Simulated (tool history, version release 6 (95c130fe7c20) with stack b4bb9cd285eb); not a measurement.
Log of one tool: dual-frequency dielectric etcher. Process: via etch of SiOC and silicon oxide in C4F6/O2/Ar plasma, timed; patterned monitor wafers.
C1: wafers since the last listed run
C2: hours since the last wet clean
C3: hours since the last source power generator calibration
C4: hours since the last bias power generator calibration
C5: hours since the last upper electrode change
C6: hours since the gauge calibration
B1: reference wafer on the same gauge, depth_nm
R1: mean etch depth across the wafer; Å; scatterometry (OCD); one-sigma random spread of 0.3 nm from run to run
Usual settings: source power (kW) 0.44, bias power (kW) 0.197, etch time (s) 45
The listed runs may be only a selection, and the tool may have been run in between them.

Run 1, hour 0: usual settings; C1 0; C2 292; C3 1983.8; C4 4018.3; C5 3987.2; C6 173; B1 47.2. Result: R1 542 Å.
Run 2, hour 8.6: usual settings; C1 60; C2 300.6; C3 1992.4; C4 4026.9; C5 3995.8; C6 181.6; B1 47.1. Result: R1 542 Å.
At hour 9.2: gauge calibrated.
Run 3, hour 20.5: usual settings but etch time (s) 52.5; C1 84; C2 312.5; C3 2004.3; C4 4038.8; C5 4007.7; C6 11.3; B1 47.1. Result: R1 627 Å.
Run 4, hour 29.6: usual settings but etch time (s) 52.5; C1 64; C2 321.6; C3 2013.4; C4 4047.9; C5 4016.8; C6 20.4; B1 47.1. Result: R1 629 Å.
Run 5, hour 44.3: usual settings but etch time (s) 50.5; C1 104; C2 336.3; C3 2028.1; C4 4062.6; C5 4031.5; C6 35.1; B1 47. Result: R1 609 Å.
Run 6, hour 51.5: usual settings but bias power (kW) 0.229, etch time (s) 35; C1 51; C2 343.5; C3 2035.3; C4 4069.8; C5 4038.7; C6 42.3; B1 47.1. Result: R1 448 Å.
Run 7, hour 61.2: usual settings but source power (kW) 0.35, etch time (s) 53.5; C1 68; C2 353.2; C3 2045; C4 4079.5; C5 4048.4; C6 52; B1 47.3. Result: R1 597 Å.
Run 8, hour 74.1: usual settings but bias power (kW) 0.221, etch time (s) 50; C1 91; C2 366.1; C3 2057.9; C4 4092.4; C5 4061.3; C6 64.9; B1 47. Result: R1 634 Å.
Run 9, hour 88.2: usual settings but bias power (kW) 0.221, etch time (s) 50; C1 99; C2 380.2; C3 2072; C4 4106.5; C5 4075.4; C6 79; B1 47. Result: R1 636 Å.
Run 10, hour 113.3: usual settings; C1 178; C2 405.3; C3 2097.1; C4 4131.6; C5 4100.5; C6 104.1; B1 47.1. Result: R1 541 Å.
At hour 149.9: wet clean of the chamber.
Run 11, hour 150.4: usual settings; C1 92; C2 0.5; C3 2134.2; C4 4168.7; C5 4137.6; C6 141.2; B1 47. Result: R1 525 Å.
Run 12, hour 150.8: usual settings but bias power (kW) 0.23, etch time (s) 49; C1 2; C2 0.9; C3 2134.6; C4 4169.1; C5 4138; C6 141.6; B1 47. Result: R1 607 Å.
Run 13, hour 151.1: usual settings but source power (kW) 0.41, bias power (kW) 0.179, etch time (s) 50; C1 2; C2 1.2; C3 2134.9; C4 4169.4; C5 4138.3; C6 141.9; B1 46.9. Result: R1 547 Å.
Run 14, hour 151.9: usual settings; C1 5; C2 2; C3 2135.7; C4 4170.2; C5 4139.1; C6 142.7; B1 47. Result: R1 531 Å.
At hour 160: source power generator calibrated.
Run 15, hour 160.5: usual settings but bias power (kW) 0.18, etch time (s) 58; C1 32; C2 10.6; C3 0.5; C4 4178.8; C5 4147.7; C6 151.3; B1 47.1. Result: R1 656 Å.
At hour 166.3: gauge calibrated.
Run 16, hour 175: usual settings; C1 102; C2 25.1; C3 15; C4 4193.3; C5 4162.2; C6 8.7; B1 47.2. Result: R1 523 Å.
At hour 185.8: bias power generator calibrated.
At hour 200.8: upper electrode replaced.
Run 17, hour 201.3: usual settings but source power (kW) 0.36, bias power (kW) 0.169, etch time (s) 50.5; C1 52; C2 51.4; C3 41.3; C4 15.5; C5 0.5; C6 35; B1 47.1. Result: R1 515 Å.
Run 18, hour 203.6: usual settings but etch time (s) 53; C1 16; C2 53.7; C3 43.6; C4 17.8; C5 2.8; C6 37.3; B1 47.2. Result: R1 620 Å.
Run 19, hour 215.5: usual settings; C1 84; C2 65.6; C3 55.5; C4 29.7; C5 14.7; C6 49.2; B1 47.2. Result: R1 531 Å.
Run 20, hour 229.4: usual settings; C1 98; C2 79.5; C3 69.4; C4 43.6; C5 28.6; C6 63.1; B1 47. Result: R1 527 Å.
Run 21, hour 243.5: usual settings but bias power (kW) 0.166, etch time (s) 40; C1 99; C2 93.6; C3 83.5; C4 57.7; C5 42.7; C6 77.2; B1 47.2. Result: R1 435 Å.
Run 22, hour 256.7: usual settings but source power (kW) 0.49, etch time (s) 38.5; C1 93; C2 106.8; C3 96.7; C4 70.9; C5 55.9; C6 90.4; B1 47.1. Result: R1 472 Å.
Run 23, hour 266.6: usual settings but source power (kW) 0.5, bias power (kW) 0.211, etch time (s) 55; C1 70; C2 116.7; C3 106.6; C4 80.8; C5 65.8; C6 100.3; B1 47.1. Result: R1 695 Å.

Predict each of these 5 candidate next runs independently; none follows another, all start after run 23:
Run A, hour 267: usual settings but source power (kW) 0.53; C1 2; C2 117.1; C3 107; C4 81.2; C5 66.2; C6 100.7; B1 ?. Result: R1 ?.
Run B, hour 267: usual settings but source power (kW) 0.48, etch time (s) 33; C1 2; C2 117.1; C3 107; C4 81.2; C5 66.2; C6 100.7; B1 ?. Result: R1 ?.
Run C, hour 267: usual settings but bias power (kW) 0.232, etch time (s) 37.5; C1 2; C2 117.1; C3 107; C4 81.2; C5 66.2; C6 100.7; B1 ?. Result: R1 ?.
Run D, hour 267: usual settings but source power (kW) 0.37; C1 2; C2 117.1; C3 107; C4 81.2; C5 66.2; C6 100.7; B1 ?. Result: R1 ?.
Run E, hour 267: usual settings but source power (kW) 0.39, bias power (kW) 0.153, etch time (s) 55.5; C1 2; C2 117.1; C3 107; C4 81.2; C5 66.2; C6 100.7; B1 ?. Result: R1 ?.

run    B1   R1
  A  47.2  562
  B  47.2  398
  C  47.2  471
  D  47.2  495
  E  47.2  555
With the hidden condition removed and each run's random variation left untouched, the same runs would have given:
run   R1
  A  555
  B  393
  C  466
  D  489
  E  548
